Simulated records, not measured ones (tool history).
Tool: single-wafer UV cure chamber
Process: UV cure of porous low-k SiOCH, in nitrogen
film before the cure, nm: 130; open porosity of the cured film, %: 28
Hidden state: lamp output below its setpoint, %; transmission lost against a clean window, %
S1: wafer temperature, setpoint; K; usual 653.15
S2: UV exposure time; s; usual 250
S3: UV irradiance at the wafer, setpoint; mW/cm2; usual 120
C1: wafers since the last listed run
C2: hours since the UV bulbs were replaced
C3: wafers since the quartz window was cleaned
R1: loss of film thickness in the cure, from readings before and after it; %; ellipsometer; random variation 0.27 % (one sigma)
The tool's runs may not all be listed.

run,hour,S1,S2,S3,C1,C2,C3,R1
1,0,653.15,250,120,0,667.5,2046,14.028
2,109.2,653.15,250,120,1071,776.7,3117,14.342
3,139.2,653.15,250,120,294,806.7,3412,13.753
4,196,653.15,250,120,557,863.5,3969,14.131
5,245.8,653.15,250,120,488,913.3,4458,14.275
# hour 300.9: quartz window cleaned
6,301.4,653.15,250,120,466,968.9,4,15.576
7,351.5,649.15,250,120,491,1019,496,14.796
8,380.7,649.15,250,120,286,1048.2,782,14.451
9,420.9,649.15,250,120,394,1088.4,1177,14.488
10,491.1,653.15,250,158,688,1158.6,1865,15.939
11,546,661.15,250,84,538,1213.5,2404,12.543
12,607.3,653.15,160,120,601,1274.8,3005,11.926
13,665.2,664.15,100,132,568,1332.7,3573,10.7
14,709.2,664.15,100,132,431,1376.7,4005,10.259
# hour 732.2: UV bulbs replaced
15,760.4,659.15,250,120,423,28.2,4429,13.796
# hour 794.6: quartz window cleaned
16,824.9,659.15,120,147,554,92.7,297,12.27
17,877.2,638.15,250,120,513,145,810,14.558
18,911.7,653.15,250,120,338,179.5,1149,14.516
19,944.3,653.15,250,120,319,212.1,1469,14.507

What the log doesn't show, run by run:
lamp output below its setpoint, %: 0 in every run
H1: transmission lost against a clean window, %
run,H1
1,17
2,19.7
3,20.1
4,20.8
5,21.2
6,1.21
7,7.22
8,9.89
9,12.8
10,16.3
11,18.1
12,19.5
13,20.4
14,20.8
15,21.2
16,6.68
17,11.8
18,14.3
19,16.2

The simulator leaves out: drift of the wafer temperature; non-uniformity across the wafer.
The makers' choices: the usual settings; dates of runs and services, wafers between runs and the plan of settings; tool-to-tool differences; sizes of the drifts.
